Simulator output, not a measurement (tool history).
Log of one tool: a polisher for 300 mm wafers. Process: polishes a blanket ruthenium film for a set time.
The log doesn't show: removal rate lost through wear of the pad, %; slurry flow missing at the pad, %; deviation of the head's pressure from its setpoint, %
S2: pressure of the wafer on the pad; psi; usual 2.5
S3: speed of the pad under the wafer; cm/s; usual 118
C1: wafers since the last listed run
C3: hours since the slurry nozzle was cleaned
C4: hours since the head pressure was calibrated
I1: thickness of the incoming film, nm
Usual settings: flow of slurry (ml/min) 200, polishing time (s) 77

Run 1, day 0: usual settings; C1 0; wafers polished on this pad 4694; C3 312.3; C4 198.5; I1 519.5. Result: film removed (angstrom) 1149.
Run 2, day 1.888: usual settings; C1 574; wafers polished on this pad 5268; C3 357.6; C4 243.8; I1 521.8. Result: film removed (angstrom) 1119.
At day 3.562: worn pad replaced by a new one.
Run 3, day 3.617: usual settings; C1 475; wafers polished on this pad 17; C3 399.1; C4 285.3; I1 519.6. Result: film removed (angstrom) 1150.
Run 4, day 5.021: usual settings; C1 427; wafers polished on this pad 444; C3 432.8; C4 319; I1 525.8. Result: film removed (angstrom) 1124.
Run 5, day 7.679: usual settings; C1 808; wafers polished on this pad 1252; C3 496.6; C4 382.8; I1 516.9. Result: film removed (angstrom) 1125.
Run 6, day 9.892: usual settings but flow of slurry (ml/min) 225; C1 672; wafers polished on this pad 1925; C3 549.7; C4 435.9; I1 514.2. Result: film removed (angstrom) 1150.
Run 7, day 11.679: usual settings but flow of slurry (ml/min) 225; C1 543; wafers polished on this pad 2469; C3 592.6; C4 478.8; I1 520.9. Result: film removed (angstrom) 1133.
Run 8, day 13.1: usual settings but flow of slurry (ml/min) 225; C1 432; wafers polished on this pad 2901; C3 626.7; C4 512.9; I1 520.3. Result: film removed (angstrom) 1140.
At day 13.188: head pressure recalibrated.
Run 9, day 14.729: usual settings; C1 470; wafers polished on this pad 3371; C3 665.8; C4 37; I1 519.9. Result: film removed (angstrom) 1131.
At day 16.092: slurry nozzle cleaned.
Run 10, day 17.462: usual settings; C1 818; wafers polished on this pad 4190; C3 32.9; C4 102.6; I1 521.9. Result: film removed (angstrom) 1138.
Run 11, day 19.429: usual settings; C1 598; wafers polished on this pad 4788; C3 80.1; C4 149.8; I1 518.7. Result: film removed (angstrom) 1109.
At day 21.817: worn pad replaced by a new one.
Run 12, day 22.312: usual settings; C1 826; wafers polished on this pad 150; C3 149.3; C4 219; I1 521. Result: film removed (angstrom) 1163.
Run 13, day 23.904: usual settings; C1 484; wafers polished on this pad 634; C3 187.5; C4 257.2; I1 511.7. Result: film removed (angstrom) 1125.
Run 14, day 25.129: usual settings but S2 2.3 psi, S3 82 cm/s, polishing time (s) 90; C1 372; wafers polished on this pad 1007; C3 216.9; C4 286.6; I1 525.2. Result: film removed (angstrom) 923.
Run 15, day 27.4: usual settings but flow of slurry (ml/min) 220; C1 690; wafers polished on this pad 1697; C3 271.4; C4 341.1; I1 523.7. Result: film removed (angstrom) 1141.
Run 16, day 30.383: usual settings but flow of slurry (ml/min) 175; C1 907; wafers polished on this pad 2605; C3 343; C4 412.7; I1 521.1. Result: film removed (angstrom) 1116.
Run 17, day 33.354: usual settings but flow of slurry (ml/min) 220, S3 132 cm/s, polishing time (s) 67; C1 903; wafers polished on this pad 3508; C3 414.3; C4 484; I1 517.2. Result: film removed (angstrom) 1096.
At day 35.258: head pressure recalibrated.
Run 18, day 35.725: usual settings but flow of slurry (ml/min) 225, S2 3.3 psi, polishing time (s) 58; C1 695; wafers polished on this pad 4204; C3 471.2; C4 11.2; I1 513.7. Result: film removed (angstrom) 1119.
Run 19, day 38.479: usual settings but S2 3.3 psi, S3 104 cm/s, polishing time (s) 54; C1 837; wafers polished on this pad 5042; C3 537.3; C4 77.3; I1 520.6. Result: film removed (angstrom) 975.
Run 20, day 40.2: usual settings; C1 523; wafers polished on this pad 5565; C3 578.6; C4 118.6; I1 523.7. Result: film removed (angstrom) 1117.
At day 40.588: worn pad replaced by a new one.
Run 21, day 43.129: usual settings but S3 140 cm/s; C1 840; wafers polished on this pad 773; C3 648.9; C4 188.9; I1 517.8. Result: film removed (angstrom) 1303.
At day 44.046: slurry nozzle cleaned.
Run 22, day 45.804: usual settings but S2 3.1 psi, S3 158 cm/s; C1 800; wafers polished on this pad 1574; C3 42.2; C4 253.1; I1 518.1. Result: film removed (angstrom) 1808.
Run 23, day 47.108: usual settings but S2 3 psi, S3 80 cm/s; C1 396; wafers polished on this pad 1970; C3 73.5; C4 284.4; I1 510.2. Result: film removed (angstrom) 997.
Run 24, day 48.275: usual settings; C1 354; wafers polished on this pad 2325; C3 101.5; C4 312.4; I1 515. Result: film removed (angstrom) 1132.
Run 25, day 50.942: usual settings but flow of slurry (ml/min) 235, S2 2.9 psi; C1 811; wafers polished on this pad 3136; C3 165.5; C4 376.4; I1 512.9. Result: film removed (angstrom) 1329.
Run 26, day 52.608: usual settings; C1 506; wafers polished on this pad 3643; C3 205.5; C4 416.4; I1 520. Result: film removed (angstrom) 1138.
Run 27, day 54.733: usual settings but S2 3.1 psi, polishing time (s) 94; C1 646; wafers polished on this pad 4289; C3 256.5; C4 467.4; I1 525.4. Result: film removed (angstrom) 1735.
At day 55.579: head pressure recalibrated.
Run 28, day 57.658: usual settings but flow of slurry (ml/min) 145, S2 1.6 psi, S3 94 cm/s, polishing time (s) 103; C1 864; wafers polished on this pad 5154; C3 326.7; C4 49.9; I1 524.2. Result: film removed (angstrom) 780.
At day 61.717: worn pad replaced by a new one.
Run 29, day 66.212: usual settings but flow of slurry (ml/min) 180, polishing time (s) 96; C1 2551; wafers polished on this pad 1367; C3 532; C4 255.2; I1 515.5. Result: film removed (angstrom) 1393.
Run 30, day 67.317: usual settings but S2 2 psi; C1 335; wafers polished on this pad 1703; C3 558.5; C4 281.7; I1 518.7. Result: film removed (angstrom) 892.
Run 31, day 68.429: usual settings; C1 338; wafers polished on this pad 2041; C3 585.2; C4 308.4; I1 521.2. Result: film removed (angstrom) 1136.
Run 32, day 70.933: usual settings; C1 761; wafers polished on this pad 2803; C3 645.3; C4 368.5; I1 517.6. Result: film removed (angstrom) 1106.
Run 33, day 72.067: usual settings but S2 2.8 psi; C1 344; wafers polished on this pad 3147; C3 672.5; C4 395.7; I1 524.9. Result: film removed (angstrom) 1256.
Run 34, day 74.667: usual settings but S3 84 cm/s, polishing time (s) 85; C1 790; wafers polished on this pad 3938; C3 734.9; C4 458.1; I1 509. Result: film removed (angstrom) 975.
At day 75.946: head pressure recalibrated.
Run 35, day 76.358: usual settings but S2 3 psi; C1 489; wafers polished on this pad 4427; C3 775.5; C4 9.9; I1 521.5. Result: film removed (angstrom) 1348.
At day 78.458: slurry nozzle cleaned.
At day 78.875: worn pad replaced by a new one.
Run 36, day 79.35: usual settings but flow of slurry (ml/min) 155, S2 3.1 psi, polishing time (s) 66; C1 846; wafers polished on this pad 144; C3 21.4; C4 81.7; I1 517. Result: film removed (angstrom) 1183.

What the log doesn't show, run by run:
removal rate lost through wear of the pad, %: 0 in every run
slurry flow missing at the pad, %: 0 in every run
deviation of the head's pressure from its setpoint, %: 0 in every run

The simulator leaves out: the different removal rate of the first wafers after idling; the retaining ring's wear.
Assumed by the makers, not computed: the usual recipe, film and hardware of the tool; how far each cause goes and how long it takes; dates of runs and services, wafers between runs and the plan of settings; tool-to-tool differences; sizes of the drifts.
